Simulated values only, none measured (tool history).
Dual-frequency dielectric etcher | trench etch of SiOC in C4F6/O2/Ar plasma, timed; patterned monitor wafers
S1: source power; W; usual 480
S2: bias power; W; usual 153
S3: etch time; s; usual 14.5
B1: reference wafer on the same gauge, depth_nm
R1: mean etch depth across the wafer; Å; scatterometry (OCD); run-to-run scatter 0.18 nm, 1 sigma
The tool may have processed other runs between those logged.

Run 1, hour 0: usual settings; B1 33.69. Result: R1 329.9 Å.
Run 2, hour 49.4: usual settings; B1 33.66. Result: R1 330.5 Å.
Run 3, hour 116.4: usual settings; B1 33.53. Result: R1 328.6 Å.
Run 4, hour 211.8: usual settings; B1 33.53. Result: R1 324.6 Å.
At hour 301.9: wet clean of the chamber.
Run 5, hour 319.5: usual settings; B1 33.45. Result: R1 328.7 Å.
Run 6, hour 397.2: usual settings; B1 33.36. Result: R1 327.7 Å.
Run 7, hour 452.5: usual settings; B1 33.39. Result: R1 329.5 Å.
Run 8, hour 556.2: usual settings but S3 17 s; B1 33.27. Result: R1 380.2 Å.
Run 9, hour 661.7: usual settings but S3 17 s; B1 33.16. Result: R1 378.6 Å.
At hour 700.6: wet clean of the chamber.
At hour 717.2: source power generator calibrated.
Run 10, hour 748.1: usual settings; B1 33.11. Result: R1 322.6 Å.
At hour 776.2: upper electrode replaced.
Run 11, hour 833.7: usual settings; B1 33.01. Result: R1 321.5 Å.
At hour 898.3: gauge calibrated.
Run 12, hour 919.3: usual settings; B1 33.78. Result: R1 332.1 Å.
Run 13, hour 988.4: usual settings but S1 370 W, S2 128 W, S3 11 s; B1 33.65. Result: R1 218.8 Å.
At hour 1060.5: wet clean of the chamber.
Run 14, hour 1070.1: usual settings; B1 33.6. Result: R1 330.7 Å.
Run 15, hour 1134.7: usual settings but S1 520 W, S2 127 W, S3 11.5 s; B1 33.54. Result: R1 258.9 Å.
Run 16, hour 1174: usual settings but S1 410 W, S2 185 W; B1 33.54. Result: R1 324 Å.
Run 17, hour 1248.6: usual settings but S2 170 W, S3 13 s; B1 33.44. Result: R1 301.6 Å.
Run 18, hour 1319.7: usual settings but S1 410 W, S2 137 W, S3 12.5 s; B1 33.42. Result: R1 257.6 Å.
At hour 1384.8: wet clean of the chamber.
At hour 1389: bias power generator calibrated.
Run 19, hour 1403: usual settings but S1 440 W, S2 130 W, S3 13 s; B1 33.33. Result: R1 269.5 Å.
Run 20, hour 1497.9: usual settings; B1 33.27. Result: R1 326.3 Å.
Run 21, hour 1693: usual settings but S1 360 W, S2 140 W, S3 17 s; B1 33.1. Result: R1 332 Å.
At hour 1745.2: wet clean of the chamber.
Run 22, hour 1790: usual settings but S3 16 s; B1 33.03. Result: R1 358.2 Å.

Forecast each of these 5 alternatives for the next run:
Run A, hour 1790.4: usual settings but S1 580 W; B1 ?. Result: R1 ?.
Run B, hour 1790.4: usual settings but S3 18.5 s; B1 ?. Result: R1 ?.
Run C, hour 1790.4: usual settings but S1 430 W, S3 17 s; B1 ?. Result: R1 ?.
Run D, hour 1790.4: usual settings but S1 510 W, S3 18 s; B1 ?. Result: R1 ?.
Run E, hour 1790.4: usual settings but S1 600 W, S2 118 W, S3 10.5 s; B1 ?. Result: R1 ?.

run     B1     R1
  A  33.05  350.8
  B  33.05  415.8
  C  33.05  366.1
  D  33.05  414.2
  E  33.05  242.8
Without the tool's unlogged condition, the same runs would have read:
run     R1
  A  359.7
  B  426.3
  C  375.4
  D  424.7
  E    249
